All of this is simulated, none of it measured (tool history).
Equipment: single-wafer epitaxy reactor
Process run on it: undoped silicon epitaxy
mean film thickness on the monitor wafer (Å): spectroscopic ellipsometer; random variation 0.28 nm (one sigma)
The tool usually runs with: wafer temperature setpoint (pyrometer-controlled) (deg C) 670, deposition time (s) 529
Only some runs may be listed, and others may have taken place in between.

run	hour	wafer temperature setpoint (pyrometer-controlled) (deg C)	deposition time (s)	read-back reference wafer on the same gauge, thickness_nm	mean film thickness on the monitor wafer (Å)
1	0.0	670	603	153.962	1413.79
2	16.1	670	529	153.950	1236.16
3	29.4	670	529	153.996	1235.69
4	46.3	670	529	154.043	1232.61
5	53.3	670	529	154.060	1232.57
6	64.0	670	529	154.032	1233.40
7	72.7	675	529	153.929	1355.07
8	94.4	670	529	154.003	1228.80
9	108.4	670	529	153.996	1227.88
# hour 130.9: pyrometer calibrated
10	131.4	662	468	153.982	1034.99
11	131.9	676	592	153.857	1717.09
12	145.8	660	492	154.050	1052.29
# hour 161.0: gauge calibrated
13	162.0	676	565	153.959	1630.21
14	169.3	670	594	153.973	1539.74
15	185.6	670	529	153.996	1365.74
16	198.1	677	567	153.988	1668.74
17	212.2	665	612	154.014	1441.29

Branching from run 17: 4 alternative next runs. What would each branch give?
A	212.7	670	529	?	?
B	212.7	661	529	?	?
C	212.7	685	479	?	?
D	212.7	680	529	?	?

run	read-back reference wafer on the same gauge, thickness_nm	mean film thickness on the monitor wafer (Å)
A	153.979	1365.72
B	153.979	1149.72
C	153.979	1636.87
D	153.979	1647.90
Had the tool no hidden state, the same runs would have come out as:
run	mean film thickness on the monitor wafer (Å)
A	1355.88
B	1141.29
C	1625.40
D	1636.25
